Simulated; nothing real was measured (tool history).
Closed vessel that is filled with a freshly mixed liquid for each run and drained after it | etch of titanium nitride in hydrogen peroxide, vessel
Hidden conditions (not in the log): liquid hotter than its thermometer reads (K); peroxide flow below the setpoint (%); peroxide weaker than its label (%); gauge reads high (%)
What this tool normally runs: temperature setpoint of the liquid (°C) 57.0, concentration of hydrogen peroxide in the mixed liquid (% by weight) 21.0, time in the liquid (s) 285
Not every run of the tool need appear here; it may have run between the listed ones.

run,hour,temperature setpoint of the liquid (°C),concentration of hydrogen peroxide in the mixed liquid (% by weight),time in the liquid (s),wafers since the last listed run,hours since the thermometer was replaced,hours since the peroxide flow meter was replaced,hours since the drum of peroxide was connected,hours since the gauge calibration,"read-back film thickness of the titanium nitride reference wafer, read on the same gauge (nm)",thickness taken off the titanium nitride on a monitor wafer (Å)
1,0.0,57.0,21.0,285,0,2712.2,1588.6,1215.2,20.0,100.00,120.6
2,7.0,57.0,21.0,285,678,2719.2,1595.6,1222.2,27.0,100.00,117.0
3,14.6,57.0,21.0,285,737,2726.8,1603.2,1229.8,34.6,100.02,118.9
4,29.9,57.0,21.0,285,1483,2742.1,1618.5,1245.1,49.9,99.98,121.2
5,46.2,51.5,19.0,285,1580,2758.4,1634.8,1261.4,66.2,100.00,79.4
6,53.3,51.5,19.0,285,688,2765.5,1641.9,1268.5,73.3,100.01,78.4
7,62.5,51.5,19.0,285,892,2774.7,1651.1,1277.7,82.5,99.99,80.1
# hour 70.4: peroxide flow meter replaced
8,78.0,57.0,21.0,285,1406,2790.2,7.6,1293.2,98.0,100.02,119.9
# hour 83.6: gauge calibrated
9,94.5,57.0,15.0,140,1600,2806.7,24.1,1309.7,10.9,100.02,54.0
# hour 105.2: thermometer replaced
10,109.6,57.0,21.0,285,1367,4.4,39.2,1324.8,26.0,99.99,120.5
11,120.9,57.0,18.5,285,1095,15.7,50.5,1336.1,37.3,100.02,114.6
# hour 124.9: new drum of peroxide connected
12,129.9,57.0,21.0,285,775,24.7,59.5,5.0,46.3,100.00,120.1
13,142.7,57.0,16.0,285,1241,37.5,72.3,17.8,59.1,100.02,112.3
14,158.7,62.5,16.5,135,1551,53.5,88.3,33.8,75.1,100.00,78.7
15,168.5,51.5,17.0,415,950,63.3,98.1,43.6,84.9,100.01,113.1
16,179.1,57.0,27.5,365,1028,73.9,108.7,54.2,95.5,100.00,161.6
17,192.1,47.5,21.0,330,1260,86.9,121.7,67.2,108.5,100.03,70.0

Predict each of these 5 candidate next runs independently; none follows another, all start after run 17:
A,192.8,57.0,21.0,285,67,87.6,122.4,67.9,109.2,?,?
B,192.8,54.0,24.5,190,67,87.6,122.4,67.9,109.2,?,?
C,192.8,57.0,21.0,440,67,87.6,122.4,67.9,109.2,?,?
D,192.8,66.0,25.0,405,67,87.6,122.4,67.9,109.2,?,?
E,192.8,57.0,22.5,355,67,87.6,122.4,67.9,109.2,?,?

run,"read-back film thickness of the titanium nitride reference wafer, read on the same gauge (nm)",thickness taken off the titanium nitride on a monitor wafer (Å)
A,100.01,120.3
B,100.01,67.3
C,100.01,185.7
D,100.01,325.5
E,100.01,152.1
Had the tool no hidden state, the same runs would have come out as:
run,thickness taken off the titanium nitride on a monitor wafer (Å)
A,120.3
B,67.3
C,185.7
D,325.5
E,152.1

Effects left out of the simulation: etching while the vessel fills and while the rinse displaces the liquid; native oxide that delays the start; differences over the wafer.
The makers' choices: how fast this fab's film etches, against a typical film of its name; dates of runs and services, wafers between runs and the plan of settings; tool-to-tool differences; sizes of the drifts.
